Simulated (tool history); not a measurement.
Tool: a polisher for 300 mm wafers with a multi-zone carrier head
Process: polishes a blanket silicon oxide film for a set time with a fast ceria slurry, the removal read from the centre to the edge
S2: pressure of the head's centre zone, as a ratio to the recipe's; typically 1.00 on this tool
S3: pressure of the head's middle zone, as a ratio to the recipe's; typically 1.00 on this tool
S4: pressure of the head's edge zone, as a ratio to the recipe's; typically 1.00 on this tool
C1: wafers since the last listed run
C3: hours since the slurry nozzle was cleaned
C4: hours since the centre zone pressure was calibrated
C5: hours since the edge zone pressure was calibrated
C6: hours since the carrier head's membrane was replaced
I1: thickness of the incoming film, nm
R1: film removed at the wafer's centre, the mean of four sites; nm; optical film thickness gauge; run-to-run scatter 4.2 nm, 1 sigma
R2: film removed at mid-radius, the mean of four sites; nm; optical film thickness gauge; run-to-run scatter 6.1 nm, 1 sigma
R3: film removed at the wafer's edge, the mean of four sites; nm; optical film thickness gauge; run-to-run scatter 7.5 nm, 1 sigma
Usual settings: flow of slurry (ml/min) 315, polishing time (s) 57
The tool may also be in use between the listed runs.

Run 1, day 0.000: usual settings; C1 0; wafers polished on this pad 679; C3 587.8; C4 262.5; C5 537.6; C6 102.1; I1 1753.1. Result: R1 598.2 nm, R2 589.2 nm, R3 582.5 nm.
Run 2, day 0.508: usual settings but S3 0.96; C1 100; wafers polished on this pad 779; C3 600.0; C4 274.7; C5 549.8; C6 114.3; I1 1708.5. Result: R1 598.9 nm, R2 563.8 nm, R3 590.2 nm.
Run 3, day 1.004: usual settings but flow of slurry (ml/min) 240; C1 98; wafers polished on this pad 878; C3 611.9; C4 286.6; C5 561.7; C6 126.2; I1 1725.0. Result: R1 575.1 nm, R2 570.0 nm, R3 583.3 nm.
Run 4, day 1.621: usual settings but S2 0.91, polishing time (s) 39; C1 122; wafers polished on this pad 1000; C3 626.7; C4 301.4; C5 576.5; C6 141.0; I1 1730.4. Result: R1 373.5 nm, R2 404.9 nm, R3 402.8 nm.
At day 1.796: edge zone pressure recalibrated.
Run 5, day 1.888: usual settings; C1 36; wafers polished on this pad 1036; C3 633.1; C4 307.8; C5 2.2; C6 147.4; I1 1717.0. Result: R1 599.2 nm, R2 587.7 nm, R3 606.9 nm.
Run 6, day 2.192: usual settings but flow of slurry (ml/min) 385, S4 1.06; C1 60; wafers polished on this pad 1096; C3 640.4; C4 315.1; C5 9.5; C6 154.7; I1 1744.8. Result: R1 613.1 nm, R2 609.8 nm, R3 625.5 nm.
Run 7, day 2.558: usual settings but S3 1.08, polishing time (s) 40; C1 72; wafers polished on this pad 1169; C3 649.2; C4 323.9; C5 18.3; C6 163.5; I1 1732.6. Result: R1 415.8 nm, R2 440.7 nm, R3 422.4 nm.
Run 8, day 2.900: usual settings but S4 0.89; C1 67; wafers polished on this pad 1237; C3 657.4; C4 332.1; C5 26.5; C6 171.7; I1 1709.8. Result: R1 599.3 nm, R2 584.8 nm, R3 560.5 nm.
Run 9, day 3.229: usual settings but S3 1.09; C1 65; wafers polished on this pad 1302; C3 665.3; C4 340.0; C5 34.4; C6 179.6; I1 1738.3. Result: R1 601.1 nm, R2 630.7 nm, R3 589.8 nm.
At day 3.912: worn pad replaced by a new one.
At day 4.775: centre zone pressure recalibrated.
Run 10, day 4.796: usual settings; C1 260; wafers polished on this pad 158; C3 702.9; C4 0.5; C5 72.0; C6 217.2; I1 1715.7. Result: R1 593.6 nm, R2 588.1 nm, R3 590.5 nm.
Run 11, day 5.021: usual settings but S4 1.08; C1 44; wafers polished on this pad 203; C3 708.3; C4 5.9; C5 77.4; C6 222.6; I1 1717.0. Result: R1 596.5 nm, R2 595.0 nm, R3 631.9 nm.
At day 5.162: slurry nozzle cleaned.
Run 12, day 7.217: usual settings; C1 426; wafers polished on this pad 629; C3 49.3; C4 58.6; C5 130.1; C6 275.3; I1 1735.8. Result: R1 597.2 nm, R2 577.2 nm, R3 603.5 nm.
Run 13, day 7.529: usual settings but S2 0.96; C1 61; wafers polished on this pad 691; C3 56.8; C4 66.1; C5 137.6; C6 282.8; I1 1731.1. Result: R1 571.3 nm, R2 578.8 nm, R3 598.5 nm.
Run 14, day 8.042: usual settings but S3 1.10, S4 1.03; C1 101; wafers polished on this pad 793; C3 69.1; C4 78.4; C5 149.9; C6 295.1; I1 1722.8. Result: R1 596.6 nm, R2 639.9 nm, R3 592.0 nm.
Run 15, day 8.442: usual settings but S2 1.10, S3 0.88, S4 0.94; C1 79; wafers polished on this pad 872; C3 78.7; C4 88.0; C5 159.5; C6 304.7; I1 1710.9. Result: R1 664.9 nm, R2 519.6 nm, R3 571.6 nm.
Run 16, day 8.779: usual settings but S3 1.09, polishing time (s) 48; C1 66; wafers polished on this pad 939; C3 86.8; C4 96.1; C5 167.6; C6 312.8; I1 1722.3. Result: R1 506.3 nm, R2 536.9 nm, R3 503.6 nm.
Run 17, day 9.079: usual settings but flow of slurry (ml/min) 425; C1 59; wafers polished on this pad 998; C3 94.0; C4 103.3; C5 174.8; C6 320.0; I1 1737.7. Result: R1 612.8 nm, R2 596.4 nm, R3 613.5 nm.
Run 18, day 9.733: usual settings but polishing time (s) 74; C1 129; wafers polished on this pad 1128; C3 109.7; C4 119.0; C5 190.5; C6 335.7; I1 1725.4. Result: R1 777.9 nm, R2 756.7 nm, R3 793.8 nm.
Run 19, day 10.138: usual settings but S2 1.10; C1 80; wafers polished on this pad 1208; C3 119.4; C4 128.7; C5 200.2; C6 345.4; I1 1718.1. Result: R1 653.7 nm, R2 585.8 nm, R3 598.8 nm.
At day 10.904: worn pad replaced by a new one.
Run 20, day 10.925: usual settings but flow of slurry (ml/min) 285, S2 1.08; C1 123; wafers polished on this pad 4; C3 138.3; C4 147.6; C5 219.1; C6 364.3; I1 1726.7. Result: R1 632.2 nm, R2 589.8 nm, R3 600.6 nm.
Run 21, day 11.333: usual settings but flow of slurry (ml/min) 220, S4 0.92; C1 80; wafers polished on this pad 85; C3 148.1; C4 157.4; C5 228.9; C6 374.1; I1 1714.4. Result: R1 578.5 nm, R2 563.4 nm, R3 561.2 nm.
Run 22, day 13.454: usual settings but S3 1.08, polishing time (s) 40; C1 420; wafers polished on this pad 505; C3 199.0; C4 208.3; C5 279.8; C6 425.0; I1 1722.5. Result: R1 420.0 nm, R2 439.3 nm, R3 412.3 nm.

Each row is a separate what-if for the run after 22, all from the same tool condition, not one after another. Results?
Run A, day 13.471: usual settings; C1 3; wafers polished on this pad 508; C3 199.4; C4 208.7; C5 280.2; C6 425.4; I1 1727.3. Result: R1 ?, R2 ?, R3 ?.
Run B, day 13.471: usual settings but S3 0.91, S4 1.05, polishing time (s) 43; C1 3; wafers polished on this pad 508; C3 199.4; C4 208.7; C5 280.2; C6 425.4; I1 1727.3. Result: R1 ?, R2 ?, R3 ?.
Run C, day 13.471: usual settings but S3 0.90, S4 0.97; C1 3; wafers polished on this pad 508; C3 199.4; C4 208.7; C5 280.2; C6 425.4; I1 1727.3. Result: R1 ?, R2 ?, R3 ?.
Run D, day 13.471: usual settings but S4 0.91; C1 3; wafers polished on this pad 508; C3 199.4; C4 208.7; C5 280.2; C6 425.4; I1 1727.3. Result: R1 ?, R2 ?, R3 ?.

run     R1     R2     R3
  A  593.7  584.3  597.5
  B  447.6  407.3  462.2
  C  593.3  535.0  589.6
  D  593.7  584.4  571.5
Without the tool's hidden state the same runs would have given:
run     R1     R2     R3
  A  593.7  584.3  597.5
  B  447.6  407.3  462.2
  C  593.3  535.0  589.6
  D  593.7  584.4  571.5
